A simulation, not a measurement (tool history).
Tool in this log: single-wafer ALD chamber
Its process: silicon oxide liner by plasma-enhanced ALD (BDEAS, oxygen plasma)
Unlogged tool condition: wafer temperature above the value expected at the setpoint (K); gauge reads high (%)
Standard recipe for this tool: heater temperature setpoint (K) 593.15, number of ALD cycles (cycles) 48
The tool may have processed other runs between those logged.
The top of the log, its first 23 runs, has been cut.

run   hour  heater temperature setpoint (K)  number of ALD cycles (cycles)  wafers since the last listed run  hours since the last thermocouple change  hours since the gauge calibration  read-back reference wafer on the same gauge, thickness_nm  mean film thickness on the monitor wafer (angstrom)
 24  266.2                           593.15                             51                                65                                     121.1                                219                                                       5.33                                                48.36
 25  282.1                           587.15                             39                                69                                       137                              234.9                                                      5.331                                                 37.2
 26  289.2                           579.15                             57                                30                                     144.1                                242                                                      5.334                                                55.08
     297.2  -- gauge calibrated
 27  305.5                           583.15                             52                                71                                     160.4                                8.3                                                      5.282                                                49.29
 28    312                           593.15                             48                                28                                     166.9                               14.8                                                       5.28                                                44.84
 29  320.3                           580.15                             45                                36                                     175.2                               23.1                                                      5.283                                                43.15
 30  328.8                           593.15                             48                                37                                     183.7                               31.6                                                       5.29                                                 44.9
 31  337.6                           601.15                             42                                38                                     192.5                               40.4                                                       5.29                                                38.73
 32  344.9                           599.15                             53                                31                                     199.8                               47.7                                                      5.289                                                49.26
 33  393.8                           587.15                             44                               213                                     248.7                               96.6                                                      5.297                                                41.72

Alternative continuations, all from the tool just after run 33; predict every row:
  A  394.3                           593.15                             48                                 2                                     249.2                               97.1                                                          ?                                                    ?
  B  394.3                           588.15                             48                                 2                                     249.2                               97.1                                                          ?                                                    ?
  C  394.3                           604.15                             57                                 2                                     249.2                               97.1                                                          ?                                                    ?
  D  394.3                           604.15                             40                                 2                                     249.2                               97.1                                                          ?                                                    ?
  E  394.3                           601.15                             48                                 2                                     249.2                               97.1                                                          ?                                                    ?

run  read-back reference wafer on the same gauge, thickness_nm  mean film thickness on the monitor wafer (angstrom)
  A                                                      5.299                                                45.26
  B                                                      5.299                                                45.63
  C                                                      5.299                                                52.77
  D                                                      5.299                                                37.03
  E                                                      5.299                                                44.66
The same runs, with their run-to-run variation unchanged, on a tool lacking any hidden condition would have given:
run  mean film thickness on the monitor wafer (angstrom)
  A                                                45.08
  B                                                45.45
  C                                                52.57
  D                                                36.89
  E                                                44.49
